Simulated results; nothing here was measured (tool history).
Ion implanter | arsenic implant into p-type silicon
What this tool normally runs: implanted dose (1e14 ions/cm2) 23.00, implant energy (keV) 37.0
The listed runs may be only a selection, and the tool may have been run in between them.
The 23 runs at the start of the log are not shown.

run    hour  implanted dose (1e14 ions/cm2)  implant energy (keV)  read-back reference wafer on the same gauge, sheet resistance  sheet resistance of the implanted and annealed layer (ohm/square)
 24   600.2                           23.00                  40.5                                                          64.93                                                              73.54
 25   623.3                           23.00                  37.0                                                          64.86                                                              76.06
 26   647.9                           23.00                  37.0                                                          64.90                                                              76.02
 27   668.4                           26.35                  37.0                                                          64.93                                                              72.78
      678.8  -- gauge calibrated
 28   746.4                           29.87                  33.5                                                          64.92                                                              73.19
 29   775.2                           29.73                  24.0                                                          64.89                                                              82.66
 30   787.5                           21.19                  26.5                                                          64.91                                                              87.55
 31   817.2                           29.09                  37.0                                                          64.89                                                              71.12
 32   839.3                           23.00                  37.0                                                          64.90                                                              76.26
 33   869.8                           26.58                  34.0                                                          64.93                                                              75.20
 34   897.2                           26.35                  37.0                                                          64.89                                                              73.00
 35   912.4                           28.51                  37.0                                                          64.88                                                              71.32
 36   945.4                           25.98                  45.0                                                          64.90                                                              68.01
 37   986.2                           19.87                  46.0                                                          64.89                                                              75.41
 38  1011.0                           23.00                  31.0                                                          64.90                                                              81.13

What if the next run were any one of these 3? Each begins from the tool's condition after run 38:
  A  1011.4                           29.12                  37.0                                                              ?                                                                  ?
  B  1011.4                           26.10                  26.5                                                              ?                                                                  ?
  C  1011.4                           26.91                  41.5                                                              ?                                                                  ?

run  read-back reference wafer on the same gauge, sheet resistance  sheet resistance of the implanted and annealed layer (ohm/square)
  A                                                          64.92                                                              70.82
  B                                                          64.92                                                              82.41
  C                                                          64.92                                                              69.20
Had the tool no hidden state, the same runs would have come out as:
run  sheet resistance of the implanted and annealed layer (ohm/square)
  A                                                              70.58
  B                                                              82.14
  C                                                              68.91
